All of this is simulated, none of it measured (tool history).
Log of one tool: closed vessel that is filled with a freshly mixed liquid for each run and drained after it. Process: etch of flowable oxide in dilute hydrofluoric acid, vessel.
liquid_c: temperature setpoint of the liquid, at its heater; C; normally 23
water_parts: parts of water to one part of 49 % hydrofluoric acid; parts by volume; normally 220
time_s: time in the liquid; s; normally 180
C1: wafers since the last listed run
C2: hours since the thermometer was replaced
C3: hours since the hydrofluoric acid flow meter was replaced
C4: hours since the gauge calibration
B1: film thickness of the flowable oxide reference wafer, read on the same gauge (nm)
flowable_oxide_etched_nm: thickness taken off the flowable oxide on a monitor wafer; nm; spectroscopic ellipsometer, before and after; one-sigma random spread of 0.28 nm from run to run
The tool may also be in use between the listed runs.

run 1 hour=0 | liquid_c=19.5 water_parts=140 time_s=180 | C1=0 C2=460.1 C3=311.5 C4=1306.5 | B1=109.98 | flowable_oxide_etched_nm=58.39
run 2 hour=54.2 | liquid_c=23 water_parts=270 time_s=180 | C1=3318 C2=514.3 C3=365.7 C4=1360.7 | B1=110.06 | flowable_oxide_etched_nm=30.38
run 3 hour=106.3 | liquid_c=23 water_parts=270 time_s=180 | C1=3190 C2=566.4 C3=417.8 C4=1412.8 | B1=110.02 | flowable_oxide_etched_nm=29.99
run 4 hour=160.8 | liquid_c=23 water_parts=155 time_s=180 | C1=3337 C2=620.9 C3=472.3 C4=1467.3 | B1=109.98 | flowable_oxide_etched_nm=59.6
run 5 hour=257.1 | liquid_c=21.5 water_parts=220 time_s=180 | C1=5896 C2=717.2 C3=568.6 C4=1563.6 | B1=110.01 | flowable_oxide_etched_nm=37.05
run 6 hour=326.5 | liquid_c=23 water_parts=220 time_s=180 | C1=4249 C2=786.6 C3=638 C4=1633 | B1=110.04 | flowable_oxide_etched_nm=39.97
run 7 hour=374.4 | liquid_c=23 water_parts=220 time_s=180 | C1=2933 C2=834.5 C3=685.9 C4=1680.9 | B1=109.98 | flowable_oxide_etched_nm=39.33
-- hour=444.9 hydrofluoric acid flow meter replaced
run 8 hour=464.2 | liquid_c=23 water_parts=220 time_s=180 | C1=5437 C2=924.3 C3=19.3 C4=1770.7 | B1=110.03 | flowable_oxide_etched_nm=40.27
run 9 hour=647.8 | liquid_c=23 water_parts=220 time_s=180 | C1=11242 C2=1107.9 C3=202.9 C4=1954.3 | B1=110 | flowable_oxide_etched_nm=40.79
run 10 hour=700.5 | liquid_c=25.5 water_parts=220 time_s=100 | C1=3226 C2=1160.6 C3=255.6 C4=2007 | B1=110 | flowable_oxide_etched_nm=24.71
-- hour=706 gauge calibrated
run 11 hour=778.2 | liquid_c=23 water_parts=220 time_s=180 | C1=4757 C2=1238.3 C3=333.3 C4=72.2 | B1=110.01 | flowable_oxide_etched_nm=40.86
run 12 hour=861 | liquid_c=23 water_parts=220 time_s=180 | C1=5070 C2=1321.1 C3=416.1 C4=155 | B1=109.97 | flowable_oxide_etched_nm=40.63
run 13 hour=935.8 | liquid_c=23 water_parts=150 time_s=215 | C1=4580 C2=1395.9 C3=490.9 C4=229.8 | B1=109.99 | flowable_oxide_etched_nm=77.47
run 14 hour=989.4 | liquid_c=23 water_parts=220 time_s=180 | C1=3282 C2=1449.5 C3=544.5 C4=283.4 | B1=109.97 | flowable_oxide_etched_nm=40.75
run 15 hour=1083.5 | liquid_c=18.5 water_parts=140 time_s=275 | C1=5761 C2=1543.6 C3=638.6 C4=377.5 | B1=109.97 | flowable_oxide_etched_nm=90.65
-- hour=1105.3 thermometer replaced
run 16 hour=1128.1 | liquid_c=26 water_parts=220 time_s=235 | C1=2669 C2=22.8 C3=683.2 C4=422.1 | B1=110.03 | flowable_oxide_etched_nm=54.85
run 17 hour=1192.6 | liquid_c=23 water_parts=190 time_s=180 | C1=3949 C2=87.3 C3=747.7 C4=486.6 | B1=110.01 | flowable_oxide_etched_nm=45.32
-- hour=1237.8 hydrofluoric acid flow meter replaced
run 18 hour=1252.5 | liquid_c=23 water_parts=220 time_s=180 | C1=3606 C2=147.2 C3=14.7 C4=546.5 | B1=110.03 | flowable_oxide_etched_nm=37.83
run 19 hour=1344 | liquid_c=23 water_parts=220 time_s=285 | C1=5602 C2=238.7 C3=106.2 C4=638 | B1=110 | flowable_oxide_etched_nm=59.85
run 20 hour=1435.5 | liquid_c=24.5 water_parts=265 time_s=180 | C1=5602 C2=330.2 C3=197.7 C4=729.5 | B1=109.98 | flowable_oxide_etched_nm=31.98
run 21 hour=1494.5 | liquid_c=23 water_parts=220 time_s=180 | C1=3612 C2=389.2 C3=256.7 C4=788.5 | B1=110.06 | flowable_oxide_etched_nm=38.4
run 22 hour=1601 | liquid_c=23 water_parts=150 time_s=215 | C1=6521 C2=495.7 C3=363.2 C4=895 | B1=109.97 | flowable_oxide_etched_nm=73.79
run 23 hour=1697.2 | liquid_c=19 water_parts=325 time_s=70 | C1=5890 C2=591.9 C3=459.4 C4=991.2 | B1=109.95 | flowable_oxide_etched_nm=8.06

Predict the results of run 24:
run 24 hour=1778.8 | liquid_c=19.5 water_parts=220 time_s=225 | C1=4996 C2=673.5 C3=541 C4=1072.8 | B1=? | flowable_oxide_etched_nm=?

{"run 24": {"B1": 110.04, "flowable_oxide_etched_nm": 42.91}}
Without the tool's hidden state the same run would have given flowable_oxide_etched_nm 41.26 nm.

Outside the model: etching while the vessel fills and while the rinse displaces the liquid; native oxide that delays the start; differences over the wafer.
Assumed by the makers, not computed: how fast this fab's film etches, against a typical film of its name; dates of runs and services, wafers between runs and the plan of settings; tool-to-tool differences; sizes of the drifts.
